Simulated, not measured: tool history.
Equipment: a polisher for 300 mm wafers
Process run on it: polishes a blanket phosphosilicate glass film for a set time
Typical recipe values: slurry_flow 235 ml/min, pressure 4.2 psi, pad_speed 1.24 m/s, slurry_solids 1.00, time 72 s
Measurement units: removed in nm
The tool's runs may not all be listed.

| run | day | slurry_flow | pressure | pad_speed | slurry_solids | time | incoming thickness of the incoming film, nm | removed |
|---|---|---|---|---|---|---|---|---|
| 1 | 0.000 | 235 | 4.2 | 1.24 | 1.00 | 63 | 4122.2 | 858.9 |
| 2 | 0.796 | 235 | 4.2 | 1.24 | 1.00 | 63 | 4122.9 | 853.1 |
|  | 1.538 | worn pad replaced by a new one |
| 3 | 1.558 | 235 | 4.2 | 1.24 | 1.00 | 63 | 4082.7 | 865.5 |
|  | 2.054 | slurry blender recalibrated |
| 4 | 2.583 | 235 | 4.2 | 1.24 | 1.05 | 72 | 4111.5 | 986.9 |
|  | 5.367 | conditioning disc replaced and pad reconditioned |
|  | 6.546 | slurry nozzle cleaned |
| 5 | 6.567 | 235 | 4.2 | 1.24 | 1.00 | 72 | 4084.1 | 950.4 |
| 6 | 7.904 | 235 | 4.2 | 1.24 | 1.00 | 72 | 4168.7 | 981.5 |
|  | 8.242 | worn pad replaced by a new one |
| 7 | 9.362 | 235 | 4.2 | 1.24 | 1.00 | 72 | 4137.8 | 979.3 |
|  | 10.033 | slurry blender recalibrated |
| 8 | 10.808 | 235 | 4.2 | 1.24 | 1.20 | 72 | 4029.5 | 1041.1 |
|  | 11.038 | head pressure recalibrated |
| 9 | 12.117 | 235 | 4.2 | 1.24 | 1.20 | 72 | 4105.1 | 1067.6 |
|  | 12.938 | conditioning disc replaced and pad reconditioned |
| 10 | 13.246 | 310 | 5.4 | 1.24 | 1.00 | 96 | 4118.9 | 1698.1 |
| 11 | 14.112 | 235 | 4.2 | 1.24 | 0.90 | 72 | 4129.2 | 944.5 |
|  | 14.888 | worn pad replaced by a new one |
| 12 | 15.367 | 235 | 5.5 | 1.60 | 1.20 | 91 | 4075.0 | 2052.9 |
| 13 | 15.975 | 235 | 4.2 | 0.84 | 1.00 | 81 | 4122.1 | 846.0 |
| 14 | 17.071 | 235 | 4.2 | 1.24 | 1.00 | 72 | 4036.2 | 988.3 |
|  | 18.112 | slurry blender recalibrated |
| 15 | 18.292 | 235 | 4.2 | 1.24 | 1.00 | 63 | 4189.7 | 875.6 |
| 16 | 19.138 | 280 | 4.2 | 1.24 | 1.00 | 87 | 4107.3 | 1207.4 |
|  | 19.492 | conditioning disc replaced and pad reconditioned |
| 17 | 19.654 | 160 | 4.2 | 1.24 | 0.70 | 72 | 4127.9 | 842.5 |
| 18 | 21.079 | 235 | 4.2 | 0.82 | 1.00 | 72 | 4156.3 | 743.4 |
|  | 21.450 | worn pad replaced by a new one |
| 19 | 21.804 | 235 | 5.3 | 0.82 | 0.90 | 89 | 4085.6 | 1105.4 |
| 20 | 23.304 | 235 | 4.2 | 1.24 | 1.00 | 88 | 4140.1 | 1208.2 |
| 21 | 24.429 | 235 | 4.2 | 1.24 | 1.00 | 72 | 4074.5 | 969.5 |
| 22 | 25.725 | 235 | 4.2 | 1.24 | 1.25 | 72 | 4082.0 | 1059.2 |
| 23 | 26.725 | 235 | 4.2 | 1.24 | 1.00 | 63 | 4109.4 | 851.8 |
|  | 26.842 | conditioning disc replaced and pad reconditioned |
|  | 27.171 | head pressure recalibrated |
| 24 | 27.379 | 270 | 4.2 | 1.24 | 0.90 | 72 | 4158.6 | 962.8 |

Give the tool's hidden conditions for every run:
removal rate lost through wear of the pad, %: 0 on each run
slurry flow missing at the pad, %: 0 on each run
deviation of the head's pressure from its setpoint, %: 0 on each run
abrasive missing from the slurry, %: 0 on each run
time polished since the conditioner stopped cutting, s: 0 on each run

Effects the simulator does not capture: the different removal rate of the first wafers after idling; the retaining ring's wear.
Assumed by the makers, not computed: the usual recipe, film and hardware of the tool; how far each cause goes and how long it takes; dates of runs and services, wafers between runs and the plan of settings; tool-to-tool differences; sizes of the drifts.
